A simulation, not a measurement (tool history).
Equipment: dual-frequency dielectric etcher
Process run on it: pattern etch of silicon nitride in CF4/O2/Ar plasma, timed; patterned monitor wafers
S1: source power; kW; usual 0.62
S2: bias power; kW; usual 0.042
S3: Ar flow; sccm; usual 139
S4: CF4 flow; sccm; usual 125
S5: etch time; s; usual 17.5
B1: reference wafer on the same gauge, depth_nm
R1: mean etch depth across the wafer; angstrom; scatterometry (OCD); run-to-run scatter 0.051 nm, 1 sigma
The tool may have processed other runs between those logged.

{"run": 1, "hour": 0.0, "S1": 0.7, "S2": 0.042, "S3": 139, "S4": 136, "S5": 17.5, "B1": 28, "R1": 387.9}
{"run": 2, "hour": 11.8, "S1": 0.51, "S2": 0.042, "S3": 139, "S4": 125, "S5": 17.5, "B1": 28.01, "R1": 274.6}
{"hour": 20.3, "done": "bias power generator calibrated"}
{"hour": 22.4, "done": "Ar flow controller replaced"}
{"run": 3, "hour": 27.3, "S1": 0.62, "S2": 0.042, "S3": 139, "S4": 125, "S5": 17.5, "B1": 28.01, "R1": 337.6}
{"run": 4, "hour": 38.8, "S1": 0.62, "S2": 0.042, "S3": 139, "S4": 125, "S5": 17.5, "B1": 27.99, "R1": 337.8}
{"run": 5, "hour": 45.1, "S1": 0.62, "S2": 0.042, "S3": 139, "S4": 125, "S5": 17.5, "B1": 28, "R1": 337.4}
{"hour": 69.4, "done": "gauge calibrated"}
{"hour": 75.2, "done": "upper electrode replaced"}
{"run": 6, "hour": 75.7, "S1": 0.55, "S2": 0.042, "S3": 139, "S4": 125, "S5": 17.5, "B1": 27.99, "R1": 297.4}
{"run": 7, "hour": 76.0, "S1": 0.62, "S2": 0.042, "S3": 139, "S4": 125, "S5": 17.5, "B1": 28.02, "R1": 337.8}
{"run": 8, "hour": 83.8, "S1": 0.77, "S2": 0.042, "S3": 139, "S4": 152, "S5": 17.5, "B1": 28.01, "R1": 432.4}
{"run": 9, "hour": 95.1, "S1": 0.62, "S2": 0.042, "S3": 159, "S4": 125, "S5": 17.5, "B1": 27.99, "R1": 328}
{"hour": 105.2, "done": "source power generator calibrated"}
{"run": 10, "hour": 105.7, "S1": 0.55, "S2": 0.051, "S3": 139, "S4": 125, "S5": 19.5, "B1": 28, "R1": 354.4}
{"hour": 146.2, "done": "CF4 flow controller replaced"}
{"hour": 146.7, "done": "wet clean of the chamber"}
{"run": 11, "hour": 147.2, "S1": 0.62, "S2": 0.042, "S3": 139, "S4": 125, "S5": 17.5, "B1": 28.01, "R1": 341.8}
{"run": 12, "hour": 147.5, "S1": 0.62, "S2": 0.048, "S3": 139, "S4": 125, "S5": 17.5, "B1": 28, "R1": 357.4}
{"run": 13, "hour": 147.9, "S1": 0.62, "S2": 0.042, "S3": 139, "S4": 125, "S5": 17.5, "B1": 28, "R1": 341.9}
{"run": 14, "hour": 159.6, "S1": 0.62, "S2": 0.042, "S3": 139, "S4": 125, "S5": 21.5, "B1": 28, "R1": 419.8}
{"run": 15, "hour": 170.0, "S1": 0.47, "S2": 0.049, "S3": 115, "S4": 125, "S5": 21.5, "B1": 28, "R1": 340.7}
{"run": 16, "hour": 180.5, "S1": 0.47, "S2": 0.042, "S3": 139, "S4": 111, "S5": 14.5, "B1": 28, "R1": 206}
{"run": 17, "hour": 190.3, "S1": 0.62, "S2": 0.042, "S3": 162, "S4": 125, "S5": 17.5, "B1": 28.01, "R1": 330}
{"run": 18, "hour": 201.0, "S1": 0.62, "S2": 0.042, "S3": 139, "S4": 125, "S5": 13.5, "B1": 28.01, "R1": 263.7}
{"run": 19, "hour": 211.7, "S1": 0.62, "S2": 0.042, "S3": 119, "S4": 125, "S5": 17.5, "B1": 28.01, "R1": 352.7}
{"run": 20, "hour": 221.0, "S1": 0.62, "S2": 0.042, "S3": 139, "S4": 125, "S5": 17.5, "B1": 28.01, "R1": 340.2}

Predict each of these 5 candidate next runs independently; none follows another, all start after run 20:
{"run": "A", "hour": 221.4, "S1": 0.62, "S2": 0.042, "S3": 139, "S4": 108, "S5": 17.5, "B1": "?", "R1": "?"}
{"run": "B", "hour": 221.4, "S1": 0.77, "S2": 0.042, "S3": 110, "S4": 125, "S5": 15, "B1": "?", "R1": "?"}
{"run": "C", "hour": 221.4, "S1": 0.55, "S2": 0.042, "S3": 151, "S4": 125, "S5": 17.5, "B1": "?", "R1": "?"}
{"run": "D", "hour": 221.4, "S1": 0.62, "S2": 0.039, "S3": 124, "S4": 125, "S5": 17.5, "B1": "?", "R1": "?"}
{"run": "E", "hour": 221.4, "S1": 0.69, "S2": 0.046, "S3": 139, "S4": 125, "S5": 13, "B1": "?", "R1": "?"}

run=A B1=28.01 R1=335.9
run=B B1=28.01 R1=387.4
run=C B1=28.01 R1=295.2
run=D B1=28.01 R1=342.4
run=E B1=28.01 R1=292.9
Without the tool's hidden state the same runs would have given:
run=A R1=337.6
run=B R1=389.4
run=C R1=296.7
run=D R1=344.1
run=E R1=294.4
